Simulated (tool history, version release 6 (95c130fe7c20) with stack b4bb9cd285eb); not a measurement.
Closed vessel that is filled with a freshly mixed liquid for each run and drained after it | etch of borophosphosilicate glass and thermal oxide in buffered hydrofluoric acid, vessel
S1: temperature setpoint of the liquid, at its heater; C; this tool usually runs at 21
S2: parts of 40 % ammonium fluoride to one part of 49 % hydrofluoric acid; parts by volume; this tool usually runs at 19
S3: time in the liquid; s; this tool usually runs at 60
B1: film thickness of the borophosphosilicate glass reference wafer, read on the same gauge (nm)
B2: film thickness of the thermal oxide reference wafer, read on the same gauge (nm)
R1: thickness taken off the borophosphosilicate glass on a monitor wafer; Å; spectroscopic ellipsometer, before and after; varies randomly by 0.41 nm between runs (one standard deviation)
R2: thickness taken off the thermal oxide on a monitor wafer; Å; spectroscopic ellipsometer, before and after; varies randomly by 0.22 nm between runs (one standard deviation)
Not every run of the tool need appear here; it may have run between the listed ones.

run,hour,S1,S2,S3,B1,B2,R1,R2
1,0,21,19,60,100.05,70.02,510.5,367.5
2,14.2,17,23,90,100.07,69.98,513.7,371.6
# hour 28.7: gauge calibrated
3,46.2,21,19,60,100.03,69.99,522.8,372.7
4,80.1,17.5,19,60,99.97,70.02,427.7,307.4
5,100.8,23.5,22.5,85,100.02,69.98,702.6,513.7
6,125.4,21,23,70,100.02,69.99,506.9,367.5
7,141.3,17,19,40,99.99,70.02,274.3,199.4
8,164.1,21,25.5,70,99.98,70.01,469.5,338.7
9,197.6,26,19,35,99.96,70.01,398.5,287.3
# hour 201.3: hydrofluoric acid flow meter replaced
10,217.3,18,23,80,100,69.99,453.2,334.9
11,245.8,21,19,60,100.01,70.02,477.8,341.1
12,266.1,17.5,12.5,60,99.99,69.99,596.1,425
13,298.4,23,16.5,80,100,70,817.7,592.4
14,333.5,21,19,60,100.01,69.98,479.7,345.7
15,360,26,19,85,99.96,69.98,879.8,650.8
16,373.4,17,15.5,85,100,70.02,656,475.4
17,402.1,17,21.5,85,100.02,70,478.7,352.1
18,484.8,21,23.5,60,99.96,69.98,400.1,293.1
19,517.7,21,19,60,100.03,70.02,482,344.8
20,539.3,19,13.5,35,100,69.99,354.1,255.8
21,566.4,17.5,19,40,100.04,70.05,263.8,189.9
22,585.2,23,19,60,99.97,70,535.6,394.3
23,620.2,21,19,60,100.04,70.01,481.5,349.9
24,635.3,21,19,60,100.02,69.99,480.7,348.4

What if the next run were any one of these 5? Each begins from the tool's condition after run 24:
A,636,21,19,60,?,?,?,?
B,636,19,15.5,85,?,?,?,?
C,636,21,14.5,60,?,?,?,?
D,636,23,23.5,85,?,?,?,?
E,636,21,23.5,80,?,?,?,?

run,B1,B2,R1,R2
A,100.05,69.98,488.2,351.1
B,100.05,69.98,757.2,543.4
C,100.05,69.98,637.8,458.2
D,100.05,69.98,646,465.5
E,100.05,69.98,544.8,392.1
Without the tool's hidden state the same runs would have given:
run,R1,R2
A,463.7,333.6
B,719.3,516.4
C,605.9,435.4
D,623.3,449.2
E,525.6,378.3
